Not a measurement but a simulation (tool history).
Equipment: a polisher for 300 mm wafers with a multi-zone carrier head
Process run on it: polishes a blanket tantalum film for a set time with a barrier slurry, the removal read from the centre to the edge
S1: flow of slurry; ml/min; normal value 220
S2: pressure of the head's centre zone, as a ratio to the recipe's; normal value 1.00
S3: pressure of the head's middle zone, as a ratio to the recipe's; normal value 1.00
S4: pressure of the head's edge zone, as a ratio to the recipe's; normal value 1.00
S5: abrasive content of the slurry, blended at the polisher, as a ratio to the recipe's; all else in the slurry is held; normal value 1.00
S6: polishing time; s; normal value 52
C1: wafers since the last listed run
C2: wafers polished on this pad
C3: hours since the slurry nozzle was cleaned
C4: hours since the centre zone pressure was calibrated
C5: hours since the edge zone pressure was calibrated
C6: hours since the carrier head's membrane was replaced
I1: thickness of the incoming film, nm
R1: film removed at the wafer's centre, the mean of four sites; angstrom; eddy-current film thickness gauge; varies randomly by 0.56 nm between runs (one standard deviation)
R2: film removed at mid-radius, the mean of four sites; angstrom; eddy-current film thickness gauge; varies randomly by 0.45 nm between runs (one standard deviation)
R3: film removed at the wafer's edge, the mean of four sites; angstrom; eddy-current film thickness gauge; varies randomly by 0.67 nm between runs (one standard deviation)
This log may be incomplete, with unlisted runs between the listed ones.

{"run": 1, "hour": 0.0, "S1": 220, "S2": 1.0, "S3": 1.0, "S4": 1.0, "S5": 1.0, "S6": 52, "C1": 0, "C2": 2493, "C3": 131.3, "C4": 273.3, "C5": 148.7, "C6": 1249.2, "I1": 425.6, "R1": 675, "R2": 665, "R3": 672}
{"hour": 8.3, "done": "worn pad replaced by a new one"}
{"run": 2, "hour": 53.0, "S1": 220, "S2": 1.0, "S3": 1.0, "S4": 1.0, "S5": 1.0, "S6": 52, "C1": 392, "C2": 357, "C3": 184.3, "C4": 326.3, "C5": 201.7, "C6": 1302.2, "I1": 432.4, "R1": 670, "R2": 662, "R3": 674}
{"hour": 59.9, "done": "carrier head's membrane replaced by a new one"}
{"run": 3, "hour": 268.6, "S1": 220, "S2": 1.0, "S3": 1.0, "S4": 1.0, "S5": 1.0, "S6": 52, "C1": 1685, "C2": 2042, "C3": 399.9, "C4": 541.9, "C5": 417.3, "C6": 208.7, "I1": 420.8, "R1": 656, "R2": 636, "R3": 651}
{"run": 4, "hour": 326.6, "S1": 220, "S2": 1.0, "S3": 1.0, "S4": 1.0, "S5": 1.0, "S6": 52, "C1": 464, "C2": 2506, "C3": 457.9, "C4": 599.9, "C5": 475.3, "C6": 266.7, "I1": 432.0, "R1": 638, "R2": 640, "R3": 660}
{"hour": 336.6, "done": "edge zone pressure recalibrated"}
{"run": 5, "hour": 375.4, "S1": 250, "S2": 1.0, "S3": 1.06, "S4": 1.0, "S5": 1.0, "S6": 52, "C1": 374, "C2": 2881, "C3": 506.7, "C4": 648.7, "C5": 38.8, "C6": 315.5, "I1": 431.8, "R1": 662, "R2": 678, "R3": 675}
{"hour": 396.9, "done": "worn pad replaced by a new one"}
{"run": 6, "hour": 435.8, "S1": 175, "S2": 1.0, "S3": 0.93, "S4": 1.0, "S5": 1.1, "S6": 64, "C1": 451, "C2": 311, "C3": 567.1, "C4": 709.1, "C5": 99.2, "C6": 375.9, "I1": 426.3, "R1": 760, "R2": 725, "R3": 787}
{"run": 7, "hour": 465.0, "S1": 270, "S2": 1.05, "S3": 1.0, "S4": 1.0, "S5": 1.0, "S6": 42, "C1": 233, "C2": 544, "C3": 596.3, "C4": 738.3, "C5": 128.4, "C6": 405.1, "I1": 427.6, "R1": 559, "R2": 523, "R3": 527}
{"hour": 476.2, "done": "slurry nozzle cleaned"}
{"run": 8, "hour": 492.6, "S1": 150, "S2": 0.97, "S3": 1.0, "S4": 1.03, "S5": 1.0, "S6": 52, "C1": 212, "C2": 757, "C3": 16.4, "C4": 765.9, "C5": 156.0, "C6": 432.7, "I1": 428.2, "R1": 618, "R2": 638, "R3": 659}
{"run": 9, "hour": 535.0, "S1": 220, "S2": 1.0, "S3": 1.07, "S4": 1.06, "S5": 0.7, "S6": 60, "C1": 339, "C2": 1096, "C3": 58.8, "C4": 808.3, "C5": 198.4, "C6": 475.1, "I1": 433.2, "R1": 740, "R2": 747, "R3": 765}
{"hour": 580.6, "done": "centre zone pressure recalibrated"}
{"run": 10, "hour": 628.1, "S1": 160, "S2": 1.0, "S3": 0.91, "S4": 1.0, "S5": 1.0, "S6": 52, "C1": 728, "C2": 1825, "C3": 151.9, "C4": 47.5, "C5": 291.5, "C6": 568.2, "I1": 428.7, "R1": 630, "R2": 601, "R3": 660}
{"run": 11, "hour": 671.9, "S1": 250, "S2": 1.0, "S3": 1.06, "S4": 1.0, "S5": 1.0, "S6": 52, "C1": 350, "C2": 2176, "C3": 195.7, "C4": 91.3, "C5": 335.3, "C6": 612.0, "I1": 423.0, "R1": 682, "R2": 702, "R3": 665}
{"run": 12, "hour": 708.6, "S1": 220, "S2": 1.0, "S3": 1.1, "S4": 1.0, "S5": 1.15, "S6": 39, "C1": 293, "C2": 2469, "C3": 232.4, "C4": 128.0, "C5": 372.0, "C6": 648.7, "I1": 430.6, "R1": 511, "R2": 534, "R3": 515}
{"hour": 748.8, "done": "edge zone pressure recalibrated"}
{"hour": 756.6, "done": "worn pad replaced by a new one"}
{"run": 13, "hour": 757.8, "S1": 220, "S2": 0.9, "S3": 1.11, "S4": 1.0, "S5": 1.25, "S6": 52, "C1": 345, "C2": 9, "C3": 281.6, "C4": 177.2, "C5": 9.0, "C6": 697.9, "I1": 432.0, "R1": 617, "R2": 715, "R3": 685}
{"run": 14, "hour": 782.1, "S1": 220, "S2": 1.05, "S3": 1.06, "S4": 1.0, "S5": 0.9, "S6": 52, "C1": 194, "C2": 204, "C3": 305.9, "C4": 201.5, "C5": 33.3, "C6": 722.2, "I1": 429.7, "R1": 674, "R2": 652, "R3": 647}
{"run": 15, "hour": 846.9, "S1": 280, "S2": 1.0, "S3": 0.9, "S4": 0.93, "S5": 1.25, "S6": 52, "C1": 518, "C2": 722, "C3": 370.7, "C4": 266.3, "C5": 98.1, "C6": 787.0, "I1": 433.4, "R1": 700, "R2": 638, "R3": 676}
{"run": 16, "hour": 902.8, "S1": 220, "S2": 1.0, "S3": 1.0, "S4": 1.0, "S5": 1.0, "S6": 52, "C1": 447, "C2": 1169, "C3": 426.6, "C4": 322.2, "C5": 154.0, "C6": 842.9, "I1": 436.9, "R1": 638, "R2": 639, "R3": 649}
{"run": 17, "hour": 938.7, "S1": 240, "S2": 1.0, "S3": 0.91, "S4": 1.0, "S5": 1.0, "S6": 52, "C1": 287, "C2": 1457, "C3": 462.5, "C4": 358.1, "C5": 189.9, "C6": 878.8, "I1": 432.6, "R1": 641, "R2": 606, "R3": 661}
{"run": 18, "hour": 999.7, "S1": 155, "S2": 1.0, "S3": 1.0, "S4": 1.0, "S5": 1.0, "S6": 36, "C1": 488, "C2": 1945, "C3": 523.5, "C4": 419.1, "C5": 250.9, "C6": 939.8, "I1": 432.8, "R1": 399, "R2": 407, "R3": 422}
{"run": 19, "hour": 1031.2, "S1": 220, "S2": 1.0, "S3": 1.0, "S4": 1.0, "S5": 1.0, "S6": 52, "C1": 252, "C2": 2197, "C3": 555.0, "C4": 450.6, "C5": 282.4, "C6": 971.3, "I1": 436.3, "R1": 622, "R2": 628, "R3": 648}
{"run": 20, "hour": 1055.7, "S1": 220, "S2": 1.0, "S3": 1.0, "S4": 1.0, "S5": 1.0, "S6": 52, "C1": 196, "C2": 2393, "C3": 579.5, "C4": 475.1, "C5": 306.9, "C6": 995.8, "I1": 435.3, "R1": 621, "R2": 620, "R3": 643}
{"hour": 1094.1, "done": "slurry nozzle cleaned"}
{"hour": 1102.7, "done": "worn pad replaced by a new one"}
{"run": 21, "hour": 1115.4, "S1": 220, "S2": 1.0, "S3": 1.0, "S4": 1.0, "S5": 1.0, "S6": 52, "C1": 437, "C2": 101, "C3": 21.3, "C4": 534.8, "C5": 366.6, "C6": 1055.5, "I1": 425.0, "R1": 683, "R2": 667, "R3": 687}

Below, each run's measurement less what the same run would have read without the hidden state. Both values contain the same run-to-run variation, but the gauge's scatter may not be the same in both:
Unlogged tool condition in this case: removal rate lost through wear of the pad, %; slurry flow missing at the pad, %; deviation of the centre zone's pressure from its setpoint, %; deviation of the edge zone's pressure from its setpoint, %.
run=1 R1=-9 R2=-8 R3=-6
run=2 R1=-13 R2=-11 R3=-9
run=3 R1=-33 R2=-28 R3=-21
run=4 R1=-38 R2=-33 R3=-26
run=5 R1=-41 R2=-37 R3=-27
run=6 R1=-75 R2=-63 R3=-48
run=7 R1=-41 R2=-35 R3=-26
run=8 R1=-6 R2=-6 R3=-4
run=9 R1=-9 R2=-8 R3=-6
run=10 R1=-18 R2=-16 R3=-12
run=11 R1=-18 R2=-16 R3=-11
run=12 R1=-17 R2=-16 R3=-11
run=13 R1=-25 R2=-25 R3=-18
run=14 R1=-29 R2=-26 R3=-18
run=15 R1=-31 R2=-25 R3=-19
run=16 R1=-41 R2=-36 R3=-27
run=17 R1=-43 R2=-36 R3=-28
run=18 R1=-46 R2=-41 R3=-29
run=19 R1=-58 R2=-51 R3=-39
run=20 R1=-62 R2=-54 R3=-41
run=21 R1=-1 R2=-2 R3=-1
